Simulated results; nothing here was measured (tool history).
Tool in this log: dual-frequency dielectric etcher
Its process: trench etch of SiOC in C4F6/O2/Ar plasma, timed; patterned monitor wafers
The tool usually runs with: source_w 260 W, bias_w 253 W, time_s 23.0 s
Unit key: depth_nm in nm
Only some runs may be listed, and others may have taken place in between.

run	hour	source_w	bias_w	time_s	read-back reference wafer on the same gauge, depth_nm	depth_nm
1	0.0	260	253	17.5	52.22	33.90
2	55.5	230	253	23.0	52.23	41.06
3	98.8	260	275	25.0	52.19	50.09
4	131.7	260	275	25.0	52.22	49.78
5	201.8	260	253	23.0	52.23	44.44
6	263.2	260	253	23.0	52.26	44.52
7	363.1	260	253	23.0	52.23	44.99
# hour 403.1: wet clean of the chamber
8	411.5	260	253	23.0	52.15	44.59
9	477.2	260	253	23.0	52.16	44.81
10	548.2	260	253	23.0	52.22	44.82
11	612.1	260	253	23.0	52.21	44.82
12	661.4	260	253	23.0	52.20	44.88
# hour 698.2: source power generator calibrated
13	725.1	260	253	23.0	52.20	44.02
# hour 795.8: wet clean of the chamber
14	796.3	220	253	23.0	52.19	39.78
15	840.6	220	301	23.0	52.17	43.17
# hour 890.0: bias power generator calibrated
16	907.5	260	253	27.5	52.18	52.87
17	972.5	220	277	20.0	52.20	36.08
# hour 1030.5: upper electrode replaced
18	1031.0	260	253	23.0	52.22	44.05
19	1061.4	230	216	19.0	52.23	31.52
# hour 1086.8: gauge calibrated
20	1090.1	290	207	23.0	52.22	42.92
21	1136.7	260	253	23.0	52.19	44.07
# hour 1190.5: wet clean of the chamber
22	1191.0	260	275	25.0	52.17	49.82
23	1220.8	210	253	20.0	52.15	33.71
24	1248.6	260	315	25.5	52.23	53.85
25	1318.7	260	217	23.0	52.14	41.52
26	1475.9	280	305	29.0	52.19	63.31
27	1534.4	260	253	23.0	52.22	44.16
# hour 1571.0: wet clean of the chamber
28	1581.2	210	314	23.0	52.23	42.93
29	1650.5	260	253	23.0	52.17	44.37
30	1713.1	300	253	23.0	52.17	48.14

What the log doesn't show, run by run:
etch rate over this chamber's usual, %: 0 in every run
bias power that arrives over what is set, %: 0 in every run
gauge reads high (%): 0 in every run
H1: source power that arrives over what is set, %
run	H1
1	0.885
2	1.05
3	1.18
4	1.29
5	1.52
6	1.72
7	2.08
8	2.26
9	2.51
10	2.8
11	3.06
12	3.27
13	-0.0263
14	-0.0169
15	-0.00571
16	0.019
17	0.0521
18	0.0895
19	0.112
20	0.135
21	0.175
22	0.229
23	0.26
24	0.292
25	0.378
26	0.61
27	0.709
28	0.794
29	0.927
30	1.06
